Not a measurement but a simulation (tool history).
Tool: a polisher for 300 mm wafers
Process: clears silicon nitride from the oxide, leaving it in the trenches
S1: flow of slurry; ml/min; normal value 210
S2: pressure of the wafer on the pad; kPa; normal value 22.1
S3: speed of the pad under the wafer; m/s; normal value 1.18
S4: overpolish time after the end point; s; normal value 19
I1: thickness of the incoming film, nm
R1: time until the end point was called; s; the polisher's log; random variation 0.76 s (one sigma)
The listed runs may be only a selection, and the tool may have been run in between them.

| run | hour | S1 | S2 | S3 | S4 | I1 | R1 |
|---|---|---|---|---|---|---|---|
| 1 | 0.0 | 210 | 22.1 | 1.18 | 19 | 111.7 | 89.1 |
| 2 | 26.8 | 210 | 22.1 | 1.02 | 19 | 111.7 | 103.0 |
|  | 44.1 | slurry nozzle cleaned |
| 3 | 48.0 | 210 | 22.1 | 1.02 | 19 | 111.2 | 102.3 |
|  | 65.3 | worn pad replaced by a new one |
| 4 | 79.4 | 210 | 22.1 | 1.02 | 19 | 109.5 | 100.9 |
| 5 | 99.8 | 210 | 22.1 | 1.18 | 19 | 111.7 | 88.6 |
| 6 | 121.6 | 210 | 22.1 | 1.18 | 19 | 109.3 | 87.2 |
| 7 | 144.5 | 210 | 22.1 | 1.46 | 19 | 109.2 | 70.1 |
|  | 166.9 | worn pad replaced by a new one |
| 8 | 178.7 | 210 | 22.1 | 1.46 | 19 | 108.7 | 69.0 |
| 9 | 203.5 | 210 | 22.1 | 0.98 | 19 | 109.7 | 105.4 |
|  | 214.6 | head pressure recalibrated |
| 10 | 220.9 | 275 | 19.3 | 1.02 | 10 | 110.3 | 112.3 |
| 11 | 236.0 | 210 | 22.1 | 1.02 | 27 | 110.8 | 102.7 |
|  | 255.9 | worn pad replaced by a new one |
| 12 | 263.0 | 210 | 22.1 | 1.18 | 13 | 109.5 | 86.3 |
|  | 293.7 | slurry nozzle cleaned |
|  | 337.3 | worn pad replaced by a new one |
| 13 | 337.8 | 150 | 22.1 | 1.18 | 19 | 109.9 | 92.2 |
| 14 | 371.7 | 210 | 22.1 | 1.18 | 19 | 108.7 | 86.9 |
| 15 | 394.7 | 275 | 19.3 | 1.02 | 10 | 110.9 | 111.7 |
|  | 419.5 | worn pad replaced by a new one |
| 16 | 420.0 | 210 | 22.1 | 1.18 | 19 | 108.7 | 85.3 |
| 17 | 454.5 | 230 | 22.1 | 0.84 | 9 | 109.5 | 120.7 |

Each row is a separate what-if for the run after 17, all from the same tool condition, not one after another. Results?
| A | 455.0 | 280 | 22.1 | 1.18 | 19 | 110.9 | ? |
| B | 455.0 | 210 | 24.8 | 1.02 | 19 | 110.9 | ? |
| C | 455.0 | 255 | 28.3 | 1.18 | 19 | 110.9 | ? |
| D | 455.0 | 270 | 18.6 | 0.90 | 9 | 110.9 | ? |
| E | 455.0 | 245 | 15.2 | 1.18 | 19 | 110.9 | ? |

| run | R1 |
|---|---|
| A | 84.9 |
| B | 90.3 |
| C | 67.3 |
| D | 131.6 |
| E | 123.3 |
With no hidden state in the tool, these same runs would have given:
| run | R1 |
|---|---|
| A | 84.9 |
| B | 90.3 |
| C | 67.3 |
| D | 131.6 |
| E | 123.3 |
